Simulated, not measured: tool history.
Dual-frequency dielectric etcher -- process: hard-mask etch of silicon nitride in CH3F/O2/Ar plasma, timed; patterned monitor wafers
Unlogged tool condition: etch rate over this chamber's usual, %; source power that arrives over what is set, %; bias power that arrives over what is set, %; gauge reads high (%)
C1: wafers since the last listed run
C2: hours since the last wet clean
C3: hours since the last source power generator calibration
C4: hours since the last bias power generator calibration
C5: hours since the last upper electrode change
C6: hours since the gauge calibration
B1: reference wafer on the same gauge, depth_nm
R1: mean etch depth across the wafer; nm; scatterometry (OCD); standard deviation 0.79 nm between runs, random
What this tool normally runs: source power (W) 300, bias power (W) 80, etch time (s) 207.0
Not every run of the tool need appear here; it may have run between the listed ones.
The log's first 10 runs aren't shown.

{"hour": 470.5, "done": "upper electrode replaced"}
{"run": 11, "hour": 471.0, "source power (W)": 300, "bias power (W)": 80, "etch time (s)": 207.0, "C1": 154, "C2": 683.7, "C3": 1224.8, "C4": 4554.9, "C5": 0.5, "C6": 1613.3, "B1": 173.8, "R1": 162.1}
{"hour": 507.7, "done": "wet clean of the chamber"}
{"run": 12, "hour": 508.2, "source power (W)": 300, "bias power (W)": 80, "etch time (s)": 207.0, "C1": 90, "C2": 0.5, "C3": 1262.0, "C4": 4592.1, "C5": 37.7, "C6": 1650.5, "B1": 174.1, "R1": 160.4}
{"run": 13, "hour": 564.1, "source power (W)": 300, "bias power (W)": 80, "etch time (s)": 207.0, "C1": 383, "C2": 56.4, "C3": 1317.9, "C4": 4648.0, "C5": 93.6, "C6": 1706.4, "B1": 173.9, "R1": 161.3}
{"run": 14, "hour": 617.5, "source power (W)": 330, "bias power (W)": 86, "etch time (s)": 234.0, "C1": 366, "C2": 109.8, "C3": 1371.3, "C4": 4701.4, "C5": 147.0, "C6": 1759.8, "B1": 173.9, "R1": 196.3}
{"hour": 651.6, "done": "bias power generator calibrated"}
{"hour": 695.6, "done": "source power generator calibrated"}
{"run": 15, "hour": 799.6, "source power (W)": 300, "bias power (W)": 80, "etch time (s)": 207.0, "C1": 1193, "C2": 291.9, "C3": 104.0, "C4": 148.0, "C5": 329.1, "C6": 1941.9, "B1": 174.0, "R1": 157.0}
{"hour": 830.9, "done": "gauge calibrated"}
{"run": 16, "hour": 844.2, "source power (W)": 280, "bias power (W)": 90, "etch time (s)": 169.0, "C1": 305, "C2": 336.5, "C3": 148.6, "C4": 192.6, "C5": 373.7, "C6": 13.3, "B1": 174.3, "R1": 128.1}
{"run": 17, "hour": 914.1, "source power (W)": 300, "bias power (W)": 87, "etch time (s)": 207.0, "C1": 479, "C2": 406.4, "C3": 218.5, "C4": 262.5, "C5": 443.6, "C6": 83.2, "B1": 173.9, "R1": 161.4}
{"run": 18, "hour": 954.7, "source power (W)": 340, "bias power (W)": 64, "etch time (s)": 267.0, "C1": 278, "C2": 447.0, "C3": 259.1, "C4": 303.1, "C5": 484.2, "C6": 123.8, "B1": 173.9, "R1": 203.1}
{"run": 19, "hour": 1016.0, "source power (W)": 300, "bias power (W)": 94, "etch time (s)": 161.0, "C1": 420, "C2": 508.3, "C3": 320.4, "C4": 364.4, "C5": 545.5, "C6": 185.1, "B1": 174.2, "R1": 130.2}
{"run": 20, "hour": 1052.2, "source power (W)": 300, "bias power (W)": 80, "etch time (s)": 207.0, "C1": 248, "C2": 544.5, "C3": 356.6, "C4": 400.6, "C5": 581.7, "C6": 221.3, "B1": 174.2, "R1": 158.6}
{"run": 21, "hour": 1084.7, "source power (W)": 240, "bias power (W)": 80, "etch time (s)": 148.0, "C1": 222, "C2": 577.0, "C3": 389.1, "C4": 433.1, "C5": 614.2, "C6": 253.8, "B1": 173.8, "R1": 99.0}
{"hour": 1140.8, "done": "wet clean of the chamber"}
{"run": 22, "hour": 1141.3, "source power (W)": 230, "bias power (W)": 80, "etch time (s)": 165.5, "C1": 223, "C2": 0.5, "C3": 445.7, "C4": 489.7, "C5": 670.8, "C6": 310.4, "B1": 173.9, "R1": 108.2}
{"run": 23, "hour": 1162.9, "source power (W)": 300, "bias power (W)": 80, "etch time (s)": 207.0, "C1": 148, "C2": 22.1, "C3": 467.3, "C4": 511.3, "C5": 692.4, "C6": 332.0, "B1": 174.3, "R1": 158.7}
{"run": 24, "hour": 1191.4, "source power (W)": 380, "bias power (W)": 73, "etch time (s)": 207.0, "C1": 195, "C2": 50.6, "C3": 495.8, "C4": 539.8, "C5": 720.9, "C6": 360.5, "B1": 174.1, "R1": 175.0}
{"run": 25, "hour": 1224.4, "source power (W)": 300, "bias power (W)": 80, "etch time (s)": 207.0, "C1": 226, "C2": 83.6, "C3": 528.8, "C4": 572.8, "C5": 753.9, "C6": 393.5, "B1": 173.9, "R1": 157.7}
{"run": 26, "hour": 1359.2, "source power (W)": 300, "bias power (W)": 80, "etch time (s)": 207.0, "C1": 924, "C2": 218.4, "C3": 663.6, "C4": 707.6, "C5": 888.7, "C6": 528.3, "B1": 174.2, "R1": 160.6}
{"run": 27, "hour": 1396.3, "source power (W)": 300, "bias power (W)": 80, "etch time (s)": 152.5, "C1": 254, "C2": 255.5, "C3": 700.7, "C4": 744.7, "C5": 925.8, "C6": 565.4, "B1": 174.1, "R1": 117.8}
{"run": 28, "hour": 1446.2, "source power (W)": 250, "bias power (W)": 67, "etch time (s)": 150.5, "C1": 342, "C2": 305.4, "C3": 750.6, "C4": 794.6, "C5": 975.7, "C6": 615.3, "B1": 174.0, "R1": 99.7}
{"run": 29, "hour": 1510.0, "source power (W)": 380, "bias power (W)": 85, "etch time (s)": 158.5, "C1": 437, "C2": 369.2, "C3": 814.4, "C4": 858.4, "C5": 1039.5, "C6": 679.1, "B1": 174.1, "R1": 139.3}
{"run": 30, "hour": 1548.5, "source power (W)": 270, "bias power (W)": 61, "etch time (s)": 207.0, "C1": 263, "C2": 407.7, "C3": 852.9, "C4": 896.9, "C5": 1078.0, "C6": 717.6, "B1": 174.0, "R1": 138.9}

Each row is a separate what-if for the run after 30, all from the same tool condition, not one after another. Results?
{"run": "A", "hour": 1549.0, "source power (W)": 300, "bias power (W)": 80, "etch time (s)": 163.5, "C1": 3, "C2": 408.2, "C3": 853.4, "C4": 897.4, "C5": 1078.5, "C6": 718.1, "B1": "?", "R1": "?"}
{"run": "B", "hour": 1549.0, "source power (W)": 320, "bias power (W)": 80, "etch time (s)": 264.0, "C1": 3, "C2": 408.2, "C3": 853.4, "C4": 897.4, "C5": 1078.5, "C6": 718.1, "B1": "?", "R1": "?"}
{"run": "C", "hour": 1549.0, "source power (W)": 300, "bias power (W)": 80, "etch time (s)": 173.0, "C1": 3, "C2": 408.2, "C3": 853.4, "C4": 897.4, "C5": 1078.5, "C6": 718.1, "B1": "?", "R1": "?"}
{"run": "D", "hour": 1549.0, "source power (W)": 340, "bias power (W)": 80, "etch time (s)": 207.0, "C1": 3, "C2": 408.2, "C3": 853.4, "C4": 897.4, "C5": 1078.5, "C6": 718.1, "B1": "?", "R1": "?"}

run=A B1=173.9 R1=125.9
run=B B1=173.9 R1=210.4
run=C B1=173.9 R1=133.2
run=D B1=173.9 R1=170.3
Stripped of hidden state, with their random variation kept, the same runs would have yielded:
run=A R1=123.9
run=B R1=207.1
run=C R1=131.1
run=D R1=167.6

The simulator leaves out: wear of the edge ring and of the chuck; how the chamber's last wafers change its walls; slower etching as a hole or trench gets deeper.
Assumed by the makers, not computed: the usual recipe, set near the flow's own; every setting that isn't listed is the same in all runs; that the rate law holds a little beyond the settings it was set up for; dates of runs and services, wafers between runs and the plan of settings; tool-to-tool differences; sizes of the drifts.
